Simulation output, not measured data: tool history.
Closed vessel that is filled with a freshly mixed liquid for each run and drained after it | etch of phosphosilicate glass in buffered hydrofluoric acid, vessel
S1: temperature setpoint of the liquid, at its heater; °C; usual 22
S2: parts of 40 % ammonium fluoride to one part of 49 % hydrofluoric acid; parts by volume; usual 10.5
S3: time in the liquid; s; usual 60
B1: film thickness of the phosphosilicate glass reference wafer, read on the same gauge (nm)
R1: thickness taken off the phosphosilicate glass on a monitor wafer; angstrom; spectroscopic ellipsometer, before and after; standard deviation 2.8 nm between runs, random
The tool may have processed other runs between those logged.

Run 1, hour 0: usual settings; B1 100.02. Result: R1 3277.6 angstrom.
Run 2, hour 27.4: usual settings; B1 100.01. Result: R1 3341.2 angstrom.
Run 3, hour 53.5: usual settings but S1 20 °C; B1 100.05. Result: R1 2966 angstrom.
Run 4, hour 81: usual settings but S1 20 °C; B1 100.02. Result: R1 2957.1 angstrom.
Run 5, hour 114: usual settings but S1 20 °C; B1 100. Result: R1 2927.8 angstrom.
Run 6, hour 157.5: usual settings; B1 100.03. Result: R1 3289.2 angstrom.
Run 7, hour 187.7: usual settings but S2 8 parts by volume, S3 65 s; B1 100.01. Result: R1 4533.7 angstrom.
Run 8, hour 223.1: usual settings but S2 8 parts by volume, S3 65 s; B1 100.02. Result: R1 4549.1 angstrom.
At hour 229.7: gauge calibrated.
Run 9, hour 254.6: usual settings; B1 100.04. Result: R1 3322.6 angstrom.
Run 10, hour 266.7: usual settings; B1 99.98. Result: R1 3266.2 angstrom.
Run 11, hour 294.7: usual settings; B1 100. Result: R1 3262.6 angstrom.
At hour 309.4: thermometer replaced.
Run 12, hour 326.3: usual settings; B1 100. Result: R1 3533.1 angstrom.
Run 13, hour 349.8: usual settings; B1 99.98. Result: R1 3570.4 angstrom.
Run 14, hour 383.8: usual settings but S1 23.5 °C, S3 85 s; B1 99.99. Result: R1 5460.8 angstrom.
Run 15, hour 405.8: usual settings; B1 99.97. Result: R1 3510.5 angstrom.
At hour 416.9: hydrofluoric acid flow meter replaced.
Run 16, hour 419.5: usual settings; B1 99.98. Result: R1 3509.8 angstrom.
Run 17, hour 441.3: usual settings but S1 26.5 °C, S2 8.5 parts by volume; B1 99.99. Result: R1 5401.1 angstrom.
Run 18, hour 454.5: usual settings but S2 9 parts by volume, S3 80 s; B1 99.97. Result: R1 5321 angstrom.
Run 19, hour 486.7: usual settings but S2 8.5 parts by volume; B1 100.01. Result: R1 4170.4 angstrom.
Run 20, hour 512.6: usual settings; B1 99.94. Result: R1 3519.7 angstrom.
Run 21, hour 540.8: usual settings but S2 13 parts by volume, S3 35 s; B1 100.03. Result: R1 1662 angstrom.
Run 22, hour 569.6: usual settings but S1 25 °C, S3 50 s; B1 99.97. Result: R1 3384.4 angstrom.
Run 23, hour 605.2: usual settings but S1 25 °C, S2 12.5 parts by volume, S3 50 s; B1 100.01. Result: R1 2888.5 angstrom.
Run 24, hour 638: usual settings but S1 23.5 °C, S3 35 s; B1 99.96. Result: R1 2185.9 angstrom.
Run 25, hour 657.7: usual settings but S1 20 °C, S2 13.5 parts by volume; B1 99.97. Result: R1 2438.3 angstrom.
Run 26, hour 684.1: usual settings but S1 17.5 °C; B1 100. Result: R1 2708.5 angstrom.

Consider 4 possible next runs. They are alternatives, not a sequence: every one starts from the tool as it was left by run 26. What does each give?
Run A, hour 684.8: usual settings; B1 ?. Result: R1 ?.
Run B, hour 684.8: usual settings but S1 19.5 °C; B1 ?. Result: R1 ?.
Run C, hour 684.8: usual settings but S1 24 °C, S3 90 s; B1 ?. Result: R1 ?.
Run D, hour 684.8: usual settings but S1 25.5 °C, S3 35 s; B1 ?. Result: R1 ?.

run      B1      R1
  A  100.02  3509.2
  B  100.02  3051.7
  C  100.02  5876.3
  D  100.02  2479.5
The same runs, with their run-to-run variation unchanged, on a tool lacking any hidden condition would have given:
run      R1
  A  3589.7
  B  3122.9
  C  6009.3
  D  2535.1
